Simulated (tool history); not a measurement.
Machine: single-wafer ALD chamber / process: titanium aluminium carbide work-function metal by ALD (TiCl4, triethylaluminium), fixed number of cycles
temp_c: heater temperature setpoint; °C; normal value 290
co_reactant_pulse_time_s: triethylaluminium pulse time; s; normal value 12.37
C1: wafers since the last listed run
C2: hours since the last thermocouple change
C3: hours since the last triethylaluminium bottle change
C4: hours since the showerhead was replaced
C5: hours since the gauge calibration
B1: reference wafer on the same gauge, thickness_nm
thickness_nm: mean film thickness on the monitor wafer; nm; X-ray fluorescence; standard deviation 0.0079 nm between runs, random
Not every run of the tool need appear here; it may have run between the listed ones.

Run 1, day 0: usual settings but co_reactant_pulse_time_s 10.44 s; C1 0; C2 984.6; C3 486.9; C4 6728.9; C5 281.8; B1 1.749. Result: thickness_nm 1.916 nm.
Run 2, day 2.325: usual settings but co_reactant_pulse_time_s 10.44 s; C1 743; C2 1040.4; C3 542.7; C4 6784.7; C5 337.6; B1 1.75. Result: thickness_nm 1.908 nm.
Run 3, day 5.183: usual settings but temp_c 296 °C; C1 913; C2 1109; C3 611.3; C4 6853.3; C5 406.2; B1 1.752. Result: thickness_nm 2.001 nm.
Run 4, day 7.021: usual settings; C1 587; C2 1153.1; C3 655.4; C4 6897.4; C5 450.3; B1 1.75. Result: thickness_nm 1.967 nm.
Run 5, day 8.612: usual settings; C1 508; C2 1191.3; C3 693.6; C4 6935.6; C5 488.5; B1 1.749. Result: thickness_nm 1.958 nm.
Run 6, day 10.883: usual settings; C1 725; C2 1245.8; C3 748.1; C4 6990.1; C5 543; B1 1.749. Result: thickness_nm 1.947 nm.
Run 7, day 13.117: usual settings; C1 713; C2 1299.4; C3 801.7; C4 7043.7; C5 596.6; B1 1.751. Result: thickness_nm 1.951 nm.
Run 8, day 14.925: usual settings; C1 577; C2 1342.8; C3 845.1; C4 7087.1; C5 640; B1 1.751. Result: thickness_nm 1.934 nm.
Run 9, day 17.2: usual settings; C1 727; C2 1397.4; C3 899.7; C4 7141.7; C5 694.6; B1 1.748. Result: thickness_nm 1.926 nm.
Run 10, day 18.946: usual settings; C1 557; C2 1439.3; C3 941.6; C4 7183.6; C5 736.5; B1 1.751. Result: thickness_nm 1.939 nm.
At day 19.321: showerhead replaced.
At day 19.392: gauge calibrated.
At day 20.025: thermocouple changed; heater temperature recalibrated.
At day 22.354: triethylaluminium bottle replaced.
Run 11, day 27.833: usual settings but temp_c 278 °C, co_reactant_pulse_time_s 17.1 s; C1 2520; C2 187.4; C3 131.5; C4 204.3; C5 202.6; B1 1.751. Result: thickness_nm 1.889 nm.
Run 12, day 30.483: usual settings but temp_c 277 °C, co_reactant_pulse_time_s 15.93 s; C1 846; C2 251; C3 195.1; C4 267.9; C5 266.2; B1 1.749. Result: thickness_nm 1.892 nm.
Run 13, day 32.208: usual settings; C1 551; C2 292.4; C3 236.5; C4 309.3; C5 307.6; B1 1.748. Result: thickness_nm 1.949 nm.
Run 14, day 33.8: usual settings but co_reactant_pulse_time_s 9.32 s; C1 508; C2 330.6; C3 274.7; C4 347.5; C5 345.8; B1 1.749. Result: thickness_nm 1.861 nm.
Run 15, day 36.258: usual settings but temp_c 301 °C; C1 785; C2 389.6; C3 333.7; C4 406.5; C5 404.8; B1 1.75. Result: thickness_nm 2.043 nm.
Run 16, day 38.225: usual settings; C1 628; C2 436.8; C3 380.9; C4 453.7; C5 452; B1 1.75. Result: thickness_nm 1.962 nm.
Run 17, day 39.304: usual settings; C1 344; C2 462.7; C3 406.8; C4 479.6; C5 477.9; B1 1.75. Result: thickness_nm 1.948 nm.
Run 18, day 40.808: usual settings but co_reactant_pulse_time_s 15.32 s; C1 480; C2 498.8; C3 442.9; C4 515.7; C5 514; B1 1.75. Result: thickness_nm 1.979 nm.
Run 19, day 41.846: usual settings but temp_c 299 °C, co_reactant_pulse_time_s 8.86 s; C1 331; C2 523.7; C3 467.8; C4 540.6; C5 538.9; B1 1.748. Result: thickness_nm 1.894 nm.
Run 20, day 44.042: usual settings but temp_c 279 °C, co_reactant_pulse_time_s 8.95 s; C1 701; C2 576.4; C3 520.5; C4 593.3; C5 591.6; B1 1.749. Result: thickness_nm 1.768 nm.
At day 47.467: gauge calibrated.
Run 21, day 50.888: usual settings but co_reactant_pulse_time_s 15.75 s; C1 2187; C2 740.7; C3 684.8; C4 757.6; C5 82.1; B1 1.749. Result: thickness_nm 1.966 nm.

Below, each run's measurement less what the same run would have read without the hidden state. Both values contain the same run-to-run variation, but the gauge's scatter may not be the same in both:
What the log doesn't record here: wafer temperature above the value expected at the setpoint (K); triethylaluminium dose above that of a fresh bottle (%); gauge reads high (%).
run  thickness_nm
  1        +0.026
  2        +0.022
  3        +0.031
  4        +0.029
  5        +0.026
  6        +0.023
  7        +0.018
  8        +0.014
  9        +0.008
 10        +0.002
 11        +0.017
 12        +0.022
 13        +0.021
 14        +0.015
 15        +0.024
 16        +0.025
 17        +0.025
 18        +0.031
 19        +0.005
 20        +0.004
 21        +0.033
